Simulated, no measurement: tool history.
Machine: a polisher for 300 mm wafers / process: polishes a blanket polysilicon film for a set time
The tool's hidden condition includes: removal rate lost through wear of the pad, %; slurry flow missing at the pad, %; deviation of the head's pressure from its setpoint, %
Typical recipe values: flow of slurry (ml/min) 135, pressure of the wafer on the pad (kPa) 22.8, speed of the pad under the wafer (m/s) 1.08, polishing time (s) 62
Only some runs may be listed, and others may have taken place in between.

run	hour	flow of slurry (ml/min)	pressure of the wafer on the pad (kPa)	speed of the pad under the wafer (m/s)	polishing time (s)	wafers since the last listed run	wafers polished on this pad	hours since the slurry nozzle was cleaned	hours since the head pressure was calibrated	incoming thickness of the incoming film, nm	film removed (angstrom)
1	0.0	120	22.8	0.84	62	0	356	513.2	800.8	2136.5	5479
2	30.3	120	22.8	0.84	62	379	736	543.5	831.1	2107.1	5258
# hour 37.2: worn pad replaced by a new one
3	44.0	170	22.8	1.08	62	121	85	557.2	844.8	2143.8	7762
4	77.2	170	22.8	1.08	62	416	501	590.4	878.0	2100.9	7463
# hour 105.5: worn pad replaced by a new one
5	106.0	135	22.8	0.96	62	310	6	619.2	906.8	2142.1	6563
6	137.8	135	22.8	0.96	62	398	404	651.0	938.6	2115.6	6410
# hour 155.9: slurry nozzle cleaned
# hour 167.1: head pressure recalibrated
7	170.9	115	22.8	1.08	62	377	782	15.0	3.8	2076.7	6536
# hour 178.6: worn pad replaced by a new one
8	200.5	165	22.8	1.08	62	320	274	44.6	33.4	2104.9	7681
9	227.2	135	22.8	1.08	62	334	608	71.3	60.1	2145.5	6978
# hour 247.4: worn pad replaced by a new one
10	254.9	100	22.8	1.08	81	297	93	99.0	87.8	2097.6	9067
11	283.6	135	22.8	1.08	62	359	453	127.7	116.5	2093.8	7220
# hour 308.1: worn pad replaced by a new one
12	317.1	180	28.3	1.32	40	369	112	161.2	150.0	2125.7	7429
13	338.3	170	20.0	1.36	62	265	378	182.4	171.2	2136.9	8484
14	353.0	115	22.8	1.08	80	184	563	197.1	185.9	2090.2	8968

4 ways to go on from here, each from the tool as it stands after run 14. What would each give?
A	353.4	135	22.8	1.08	62	5	568	197.5	186.3	2083.3	?
B	353.4	160	22.8	1.08	62	5	568	197.5	186.3	2083.3	?
C	353.4	135	18.6	1.08	62	5	568	197.5	186.3	2083.3	?
D	353.4	135	22.8	1.08	54	5	568	197.5	186.3	2083.3	?

run	film removed (angstrom)
A	7039
B	7271
C	5759
D	6131
What these runs would have given with no unlogged condition in the tool:
run	film removed (angstrom)
A	7384
B	7627
C	6041
D	6431

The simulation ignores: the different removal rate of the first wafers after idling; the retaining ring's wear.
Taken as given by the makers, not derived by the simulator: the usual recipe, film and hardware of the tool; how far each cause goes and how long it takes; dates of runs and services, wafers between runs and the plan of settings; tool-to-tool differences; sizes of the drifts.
